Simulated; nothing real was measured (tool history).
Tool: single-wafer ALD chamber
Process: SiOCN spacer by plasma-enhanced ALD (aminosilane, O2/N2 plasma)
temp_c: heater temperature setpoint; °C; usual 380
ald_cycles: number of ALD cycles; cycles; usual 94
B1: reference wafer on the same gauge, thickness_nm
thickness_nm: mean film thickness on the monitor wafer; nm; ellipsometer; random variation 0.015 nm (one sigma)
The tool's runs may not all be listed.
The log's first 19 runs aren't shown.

Run 20, hour 432: usual settings; B1 5.895. Result: thickness_nm 5.847 nm.
Run 21, hour 455.2: usual settings; B1 5.906. Result: thickness_nm 5.851 nm.
Run 22, hour 470.9: usual settings; B1 5.908. Result: thickness_nm 5.881 nm.
Run 23, hour 505.2: usual settings but ald_cycles 82 cycles; B1 5.909. Result: thickness_nm 5.135 nm.
Run 24, hour 538.6: usual settings but temp_c 375 °C, ald_cycles 107 cycles; B1 5.914. Result: thickness_nm 6.681 nm.
Run 25, hour 569.2: usual settings but temp_c 389 °C, ald_cycles 99 cycles; B1 5.912. Result: thickness_nm 6.191 nm.
Run 26, hour 600.3: usual settings but temp_c 370 °C, ald_cycles 84 cycles; B1 5.924. Result: thickness_nm 5.247 nm.
Run 27, hour 632.2: usual settings; B1 5.928. Result: thickness_nm 5.887 nm.
Run 28, hour 657.7: usual settings; B1 5.927. Result: thickness_nm 5.897 nm.
At hour 673.9: thermocouple changed; heater temperature recalibrated.
Run 29, hour 674.4: usual settings; B1 5.932. Result: thickness_nm 5.865 nm.
Run 30, hour 686.6: usual settings; B1 5.932. Result: thickness_nm 5.872 nm.
Run 31, hour 704.5: usual settings; B1 5.929. Result: thickness_nm 5.877 nm.
Run 32, hour 753.8: usual settings but ald_cycles 77 cycles; B1 5.935. Result: thickness_nm 4.842 nm.
Run 33, hour 776.2: usual settings; B1 5.935. Result: thickness_nm 5.919 nm.
Run 34, hour 815.2: usual settings; B1 5.943. Result: thickness_nm 5.889 nm.
Run 35, hour 834.5: usual settings but temp_c 372 °C, ald_cycles 85 cycles; B1 5.947. Result: thickness_nm 5.325 nm.
Run 36, hour 854.5: usual settings but temp_c 371 °C, ald_cycles 104 cycles; B1 5.949. Result: thickness_nm 6.517 nm.
Run 37, hour 877.8: usual settings but temp_c 386 °C, ald_cycles 78 cycles; B1 5.956. Result: thickness_nm 4.895 nm.
Run 38, hour 903.8: usual settings but ald_cycles 76 cycles; B1 5.953. Result: thickness_nm 4.796 nm.
Run 39, hour 932.9: usual settings but temp_c 393 °C; B1 5.964. Result: thickness_nm 5.918 nm.
Run 40, hour 964.5: usual settings but ald_cycles 80 cycles; B1 5.963. Result: thickness_nm 5.068 nm.
Run 41, hour 980: usual settings but temp_c 368 °C, ald_cycles 107 cycles; B1 5.968. Result: thickness_nm 6.761 nm.
Run 42, hour 1012.5: usual settings but temp_c 368 °C, ald_cycles 111 cycles; B1 5.971. Result: thickness_nm 6.998 nm.
Run 43, hour 1038.3: usual settings but temp_c 394 °C, ald_cycles 103 cycles; B1 5.966. Result: thickness_nm 6.508 nm.

4 ways to go on from here, each from the tool as it stands after run 43. What would each give?
Run A, hour 1038.9: usual settings but ald_cycles 110 cycles; B1 ?. Result: thickness_nm ?.
Run B, hour 1038.9: usual settings but temp_c 372 °C, ald_cycles 104 cycles; B1 ?. Result: thickness_nm ?.
Run C, hour 1038.9: usual settings but temp_c 367 °C, ald_cycles 81 cycles; B1 ?. Result: thickness_nm ?.
Run D, hour 1038.9: usual settings but temp_c 388 °C; B1 ?. Result: thickness_nm ?.

run    B1  thickness_nm
  A  5.97         6.918
  B  5.97          6.54
  C  5.97         5.094
  D  5.97         5.911
Without the tool's hidden state the same runs would have given:
run  thickness_nm
  A         6.824
  B         6.452
  C         5.025
  D         5.831
